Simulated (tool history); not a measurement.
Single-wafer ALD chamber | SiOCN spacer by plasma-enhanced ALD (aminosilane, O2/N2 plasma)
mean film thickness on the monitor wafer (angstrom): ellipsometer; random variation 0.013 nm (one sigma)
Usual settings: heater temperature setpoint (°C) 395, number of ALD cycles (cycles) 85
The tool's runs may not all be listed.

run    hour  heater temperature setpoint (°C)  number of ALD cycles (cycles)  wafers since the last listed run  hours since the last thermocouple change  hours since the gauge calibration  read-back reference wafer on the same gauge, thickness_nm  mean film thickness on the monitor wafer (angstrom)
  1     0.0                               404                             76                                 0                                    1704.2                              256.2                                                      5.801                                                47.33
  2    85.3                               404                             76                               183                                    1789.5                              341.5                                                      5.819                                                47.38
  3   149.8                               395                             80                               138                                    1854.0                              406.0                                                      5.819                                                50.32
  4   241.8                               395                             80                               197                                    1946.0                              498.0                                                      5.829                                                50.51
  5   304.3                               395                             80                               134                                    2008.5                              560.5                                                      5.835                                                50.59
  6   359.0                               395                             74                               117                                    2063.2                              615.2                                                      5.836                                                46.68
  7   403.9                               395                             74                                96                                    2108.1                              660.1                                                      5.847                                                46.89
  8   488.4                               395                             74                               181                                    2192.6                              744.6                                                      5.846                                                46.68
  9   576.7                               400                             85                               189                                    2280.9                              832.9                                                      5.847                                                53.54
      650.9  -- thermocouple changed; heater temperature recalibrated
 10   679.6                               400                             85                               204                                      28.7                              935.8                                                      5.850                                                53.76
 11   762.0                               390                             72                               177                                     111.1                             1018.2                                                      5.853                                                45.36
      810.5  -- gauge calibrated
 12   813.0                               395                             85                               109                                     162.1                                2.5                                                      5.739                                                53.09
 13   899.9                               403                             78                               186                                     249.0                               89.4                                                      5.772                                                48.43
 14  1005.4                               381                             68                               226                                     354.5                              194.9                                                      5.797                                                42.52
 15  1084.3                               407                             85                               169                                     433.4                              273.8                                                      5.805                                                52.52
 16  1208.9                               395                             85                               267                                     558.0                              398.4                                                      5.815                                                53.21
 17  1291.9                               395                             85                               178                                     641.0                              481.4                                                      5.829                                                53.72
 18  1367.7                               395                             80                               162                                     716.8                              557.2                                                      5.837                                                50.44
 19  1469.3                               400                             97                               218                                     818.4                              658.8                                                      5.840                                                61.27
 20  1516.5                               399                             70                               101                                     865.6                              706.0                                                      5.843                                                44.29

3 ways to go on from here, each from the tool as it stands after run 20. What would each give?
  A  1517.1                               395                             85                                 1                                     866.2                              706.6                                                          ?                                                    ?
  B  1517.1                               387                             71                                 1                                     866.2                              706.6                                                          ?                                                    ?
  C  1517.1                               400                             80                                 1                                     866.2                              706.6                                                          ?                                                    ?

run  read-back reference wafer on the same gauge, thickness_nm  mean film thickness on the monitor wafer (angstrom)
  A                                                      5.841                                                53.53
  B                                                      5.841                                                44.71
  C                                                      5.841                                                50.38
Without the tool's hidden state the same runs would have given:
run  mean film thickness on the monitor wafer (angstrom)
  A                                                52.50
  B                                                43.85
  C                                                49.41
